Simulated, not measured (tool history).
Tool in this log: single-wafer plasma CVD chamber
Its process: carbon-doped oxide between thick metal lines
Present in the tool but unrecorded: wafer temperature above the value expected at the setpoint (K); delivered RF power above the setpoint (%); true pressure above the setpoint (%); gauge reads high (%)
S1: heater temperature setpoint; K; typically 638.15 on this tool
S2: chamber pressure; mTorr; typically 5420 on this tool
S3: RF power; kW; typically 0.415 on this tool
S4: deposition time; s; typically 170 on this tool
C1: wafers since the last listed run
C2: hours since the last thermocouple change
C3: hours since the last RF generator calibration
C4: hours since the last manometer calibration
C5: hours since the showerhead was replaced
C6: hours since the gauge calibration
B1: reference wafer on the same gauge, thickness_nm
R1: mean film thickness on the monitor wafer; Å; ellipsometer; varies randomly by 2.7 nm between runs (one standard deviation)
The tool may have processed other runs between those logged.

run	day	S1	S2	S3	S4	C1	C2	C3	C4	C5	C6	B1	R1
1	0.000	638.15	5420	0.415	190	0	1292.7	2200.2	1687.4	2188.2	343.8	566.972	6903.50
2	1.358	638.15	5420	0.415	190	438	1325.3	2232.8	1720.0	2220.8	376.4	566.777	6901.57
3	2.296	638.15	5420	0.415	190	302	1347.8	2255.3	1742.5	2243.3	398.9	566.312	6885.95
4	3.292	638.15	5420	0.395	170	321	1371.7	2279.2	1766.4	2267.2	422.8	566.867	5912.23
5	4.038	626.15	5420	0.415	170	240	1389.6	2297.1	1784.3	2285.1	440.7	567.027	6325.42
6	5.262	638.15	4950	0.415	170	395	1419.0	2326.5	1813.7	2314.5	470.1	566.967	6108.09
7	6.133	638.15	4950	0.415	170	280	1439.9	2347.4	1834.6	2335.4	491.0	566.868	6126.94
8	7.046	638.15	4950	0.415	170	294	1461.8	2369.3	1856.5	2357.3	512.9	566.869	6047.59
9	7.979	633.15	5420	0.415	170	301	1484.2	2391.7	1878.9	2379.7	535.3	566.912	6182.84
# day 9.325: showerhead replaced, of another model than before
10	9.346	633.15	5420	0.415	170	333	1517.0	2424.5	1911.7	0.5	568.1	566.671	6379.11
11	9.900	638.15	5420	0.415	170	178	1530.3	2437.8	1925.0	13.8	581.4	567.032	6310.09
12	10.712	638.15	6380	0.415	170	262	1549.8	2457.3	1944.5	33.3	600.9	566.567	6349.05
13	11.254	638.15	6380	0.415	170	174	1562.8	2470.3	1957.5	46.3	613.9	566.779	6406.89
14	11.825	638.15	5420	0.415	170	184	1576.5	2484.0	1971.2	60.0	627.6	566.710	6297.39
15	12.475	626.15	5420	0.415	170	209	1592.1	2499.6	1986.8	75.6	643.2	567.206	6451.16
16	13.321	643.15	6070	0.455	148	272	1612.4	2519.9	2007.1	95.9	663.5	566.911	5742.50
# day 13.750: capacitance manometer re-zeroed and calibrated
# day 13.754: gauge calibrated
# day 14.229: RF generator calibrated
17	14.250	638.15	5420	0.415	189	84	1634.7	0.5	12.0	118.2	11.9	566.932	7323.38
18	15.342	638.15	5420	0.415	170	352	1660.9	26.7	38.2	144.4	38.1	566.721	6549.48
19	15.933	628.15	5990	0.415	170	190	1675.1	40.9	52.4	158.6	52.3	567.778	6757.20
20	17.325	638.15	4420	0.490	138	448	1708.5	74.3	85.8	192.0	85.7	566.805	5731.15
21	18.242	638.15	5420	0.415	170	295	1730.5	96.3	107.8	214.0	107.7	566.761	6543.57
22	19.675	638.15	5420	0.460	151	462	1764.9	130.7	142.2	248.4	142.1	566.970	6107.32
# day 20.638: thermocouple changed; heater temperature recalibrated
23	20.742	638.15	5420	0.415	170	236	2.5	156.3	167.8	274.0	167.7	566.123	6540.61
24	21.421	638.15	5420	0.415	170	219	18.8	172.6	184.1	290.3	184.0	567.233	6580.42
25	22.317	647.15	5420	0.415	170	289	40.3	194.1	205.6	311.8	205.5	566.711	6417.71
26	22.929	652.15	6750	0.415	170	197	55.0	208.8	220.3	326.5	220.2	567.146	6465.42
27	23.775	653.15	5420	0.415	170	272	75.3	229.1	240.6	346.8	240.5	566.480	6414.50
28	24.825	624.15	4550	0.415	170	338	100.5	254.3	265.8	372.0	265.7	567.198	6718.77
29	28.092	623.15	4760	0.375	148	1053	178.9	332.7	344.2	450.4	344.1	567.279	5588.97

What if the next run were any one of these 3? Each begins from the tool's condition after run 29:
A	28.108	638.15	5420	0.415	170	5	179.3	333.1	344.6	450.8	344.5	?	?
B	28.108	645.15	5000	0.355	149	5	179.3	333.1	344.6	450.8	344.5	?	?
C	28.108	638.15	4530	0.415	170	5	179.3	333.1	344.6	450.8	344.5	?	?

run	B1	R1
A	566.375	6585.05
B	566.375	5245.30
C	566.375	6509.74
Had the tool no hidden state, the same runs would have come out as:
run	R1
A	6628.37
B	5281.32
C	6552.56
